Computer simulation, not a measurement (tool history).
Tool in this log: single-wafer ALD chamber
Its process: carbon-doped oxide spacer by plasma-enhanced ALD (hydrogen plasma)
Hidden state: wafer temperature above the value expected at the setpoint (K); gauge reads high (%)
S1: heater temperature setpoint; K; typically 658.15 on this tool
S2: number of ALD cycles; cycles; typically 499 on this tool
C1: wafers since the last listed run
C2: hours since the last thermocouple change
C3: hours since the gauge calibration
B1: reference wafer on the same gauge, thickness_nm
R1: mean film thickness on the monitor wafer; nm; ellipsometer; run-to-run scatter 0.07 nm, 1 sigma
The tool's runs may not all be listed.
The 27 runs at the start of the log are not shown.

Run 28, day 12.358: usual settings but S2 539 cycles; C1 8; C2 1448.4; C3 34.7; B1 25.664. Result: R1 30.339 nm.
Run 29, day 12.617: usual settings; C1 3; C2 1454.6; C3 40.9; B1 25.695. Result: R1 28.145 nm.
Run 30, day 13.362: usual settings but S1 662.15 K, S2 546 cycles; C1 10; C2 1472.5; C3 58.8; B1 25.698. Result: R1 30.899 nm.
At day 14.042: thermocouple changed; heater temperature recalibrated.
Run 31, day 14.062: usual settings; C1 5; C2 0.5; C3 75.6; B1 25.745. Result: R1 28.123 nm.
Run 32, day 15.05: usual settings but S1 649.15 K, S2 553 cycles; C1 14; C2 24.2; C3 99.3; B1 25.766. Result: R1 31.316 nm.
Run 33, day 15.667: usual settings; C1 8; C2 39; C3 114.1; B1 25.784. Result: R1 28.179 nm.
Run 34, day 16.342: usual settings but S1 662.15 K; C1 9; C2 55.2; C3 130.3; B1 25.803. Result: R1 28.341 nm.
Run 35, day 16.908: usual settings but S1 672.15 K, S2 587 cycles; C1 8; C2 68.8; C3 143.9; B1 25.826. Result: R1 33.269 nm.
Run 36, day 17.362: usual settings; C1 6; C2 79.7; C3 154.8; B1 25.826. Result: R1 28.472 nm.
Run 37, day 17.983: usual settings but S1 665.15 K, S2 555 cycles; C1 8; C2 94.6; C3 169.7; B1 25.827. Result: R1 31.558 nm.
Run 38, day 18.325: usual settings; C1 4; C2 102.8; C3 177.9; B1 25.82. Result: R1 28.382 nm.
Run 39, day 18.638: usual settings but S2 449 cycles; C1 4; C2 110.3; C3 185.4; B1 25.835. Result: R1 25.52 nm.
Run 40, day 19.242: usual settings but S1 667.15 K; C1 8; C2 124.8; C3 199.9; B1 25.853. Result: R1 28.359 nm.
Run 41, day 19.562: usual settings but S1 649.15 K; C1 4; C2 132.5; C3 207.6; B1 25.864. Result: R1 28.327 nm.

What if the next run were any one of these 4? Each begins from the tool's condition after run 41:
Run A, day 19.612: usual settings but S1 652.15 K; C1 0; C2 133.7; C3 208.8; B1 ?. Result: R1 ?.
Run B, day 19.612: usual settings but S2 400 cycles; C1 0; C2 133.7; C3 208.8; B1 ?. Result: R1 ?.
Run C, day 19.612: usual settings but S1 668.15 K; C1 0; C2 133.7; C3 208.8; B1 ?. Result: R1 ?.
Run D, day 19.612: usual settings but S1 651.15 K, S2 529 cycles; C1 0; C2 133.7; C3 208.8; B1 ?. Result: R1 ?.

run      B1      R1
  A  25.894  28.464
  B  25.894  22.817
  C  25.894  28.464
  D  25.894  30.176
With no hidden state in the tool, these same runs would have given:
run      R1
  A  28.173
  B  22.583
  C  28.173
  D  29.866
